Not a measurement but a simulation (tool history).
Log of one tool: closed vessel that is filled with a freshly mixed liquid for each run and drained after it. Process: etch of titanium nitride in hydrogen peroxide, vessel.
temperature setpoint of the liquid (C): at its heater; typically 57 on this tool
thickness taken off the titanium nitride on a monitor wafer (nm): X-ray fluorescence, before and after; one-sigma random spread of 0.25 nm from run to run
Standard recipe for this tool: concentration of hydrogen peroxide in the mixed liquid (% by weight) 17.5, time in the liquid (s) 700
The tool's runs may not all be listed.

run   hour  temperature setpoint of the liquid (C)  concentration of hydrogen peroxide in the mixed liquid (% by weight)  time in the liquid (s)  read-back film thickness of the titanium nitride reference wafer, read on the same gauge (nm)  thickness taken off the titanium nitride on a monitor wafer (nm)
  1      0                                      57                                                                  17.5                     700                                                                                          39.99                                                             41.19
  2   30.4                                      57                                                                  17.5                     700                                                                                             40                                                             41.51
  3   56.1                                    53.5                                                                    20                     700                                                                                          40.01                                                             33.12
  4     77                                      57                                                                  17.5                     700                                                                                          40.01                                                             41.73
      93.5  -- thermometer replaced
  5   97.9                                      57                                                                  17.5                     700                                                                                          40.01                                                             41.23
  6  120.4                                      57                                                                  17.5                     535                                                                                             40                                                             31.86
  7  155.4                                      57                                                                  17.5                     535                                                                                          40.01                                                             31.56
  8  169.5                                      57                                                                  17.5                     885                                                                                             40                                                             53.09
  9  195.5                                      57                                                                  17.5                     885                                                                                          40.01                                                             52.27
     209.8  -- new drum of peroxide connected
 10  216.7                                      57                                                                  17.5                     885                                                                                          40.02                                                              52.5
     220.6  -- gauge calibrated
 11  228.9                                      51                                                                  13.5                     880                                                                                          39.99                                                             32.63
 12  243.1                                      57                                                                  17.5                     700                                                                                             40                                                             41.62
 13  265.1                                      57                                                                  17.5                     700                                                                                          39.99                                                             41.04
 14  285.7                                      57                                                                  15.5                     700                                                                                             40                                                              40.4
 15  316.6                                    59.5                                                                  17.5                     700                                                                                             40                                                             49.32
     348.9  -- peroxide flow meter replaced
 16  349.4                                      57                                                                  17.5                     855                                                                                             40                                                             50.67
 17  364.4                                      57                                                                  17.5                     700                                                                                             40                                                             41.22
 18  378.9                                      66                                                                  17.5                     700                                                                                          39.98                                                             76.95
 19  409.5                                      57                                                                  17.5                     455                                                                                          39.98                                                              26.9
 20    440                                    50.5                                                                  19.5                     360                                                                                          40.02                                                             13.78
 21  458.3                                    53.5                                                                  17.5                     700                                                                                          39.99                                                             32.34
 22  479.5                                      57                                                                  17.5                     700                                                                                             40                                                             41.72

For run 23, what comes out?
 23  500.5                                      57                                                                  17.5                     700                                                                                              ?                                                                 ?

read-back film thickness of the titanium nitride reference wafer, read on the same gauge (nm): 40.02
thickness taken off the titanium nitride on a monitor wafer (nm): 41.22
Without the tool's hidden state the same run would have given thickness taken off the titanium nitride on a monitor wafer (nm) 41.22.
